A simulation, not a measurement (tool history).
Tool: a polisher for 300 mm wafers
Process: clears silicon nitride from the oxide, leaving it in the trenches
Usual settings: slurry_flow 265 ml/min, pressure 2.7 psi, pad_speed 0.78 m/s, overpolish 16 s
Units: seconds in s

| run | day | slurry_flow | pressure | pad_speed | overpolish | wafers since the last listed run | wafers polished on this pad | hours since the slurry nozzle was cleaned | hours since the head pressure was calibrated | incoming thickness of the incoming film, nm | seconds |
|---|---|---|---|---|---|---|---|---|---|---|---|
| 1 | 0 | 265 | 2.7 | 0.78 | 16 | 0 | 1117 | 162.2 | 1141.7 | 70.3 | 117.8 |
| 2 | 1.267 | 265 | 2.7 | 0.78 | 16 | 246 | 1363 | 192.6 | 1172.1 | 68.8 | 121 |
| 3 | 1.808 | 265 | 2.7 | 0.78 | 18 | 105 | 1469 | 205.6 | 1185.1 | 70.3 | 125.5 |
|  | 2.012 | worn pad replaced by a new one |
| 4 | 2.579 | 265 | 2.7 | 0.78 | 18 | 117 | 110 | 224.1 | 1203.6 | 69.9 | 111.7 |
| 5 | 3.588 | 265 | 2.3 | 0.78 | 16 | 196 | 306 | 248.3 | 1227.8 | 68.8 | 127.3 |
| 6 | 4.921 | 265 | 2.3 | 0.78 | 16 | 259 | 565 | 280.3 | 1259.8 | 70.5 | 132.7 |
| 7 | 5.904 | 265 | 2.3 | 0.78 | 16 | 191 | 757 | 303.9 | 1283.4 | 69 | 130.1 |
|  | 6.512 | slurry nozzle cleaned |
| 8 | 6.638 | 265 | 3.5 | 0.78 | 22 | 134 | 891 | 3 | 1301 | 69.7 | 87.1 |
|  | 7.025 | head pressure recalibrated |
| 9 | 7.908 | 265 | 3.5 | 0.78 | 22 | 230 | 1122 | 33.5 | 21.2 | 71.3 | 93.2 |
| 10 | 8.662 | 210 | 2.7 | 0.78 | 16 | 146 | 1269 | 51.6 | 39.3 | 70.6 | 124.9 |
|  | 9.492 | worn pad replaced by a new one |
| 11 | 9.733 | 350 | 2.7 | 0.78 | 16 | 175 | 47 | 77.3 | 65 | 70.4 | 107.7 |
| 12 | 11.112 | 230 | 2.7 | 0.78 | 24 | 268 | 315 | 110.4 | 98.1 | 70.2 | 112.3 |
| 13 | 12.025 | 265 | 2.7 | 0.78 | 9 | 177 | 492 | 132.3 | 120 | 69.5 | 109.7 |
| 14 | 13.129 | 265 | 2.5 | 0.78 | 16 | 214 | 707 | 158.8 | 146.5 | 69.4 | 121.3 |
| 15 | 14.225 | 265 | 2.7 | 0.78 | 16 | 213 | 920 | 185.1 | 172.8 | 69.8 | 113.5 |

5 ways to go on from here, each from the tool as it stands after run 15. What would each give?
| A | 14.246 | 265 | 3.3 | 0.78 | 16 | 4 | 924 | 185.6 | 173.3 | 70.7 | ? |
| B | 14.246 | 230 | 2 | 1 | 25 | 4 | 924 | 185.6 | 173.3 | 70.7 | ? |
| C | 14.246 | 265 | 2.4 | 0.96 | 20 | 4 | 924 | 185.6 | 173.3 | 70.7 | ? |
| D | 14.246 | 265 | 2.7 | 0.6 | 11 | 4 | 924 | 185.6 | 173.3 | 70.7 | ? |
| E | 14.246 | 345 | 2.4 | 0.78 | 12 | 4 | 924 | 185.6 | 173.3 | 70.7 | ? |

| run | seconds |
|---|---|
| A | 93.9 |
| B | 131 |
| C | 110.7 |
| D | 137.8 |
| E | 125.9 |
Without the tool's hidden state the same runs would have given:
| run | seconds |
|---|---|
| A | 88.2 |
| B | 123 |
| C | 104 |
| D | 129.3 |
| E | 118.2 |
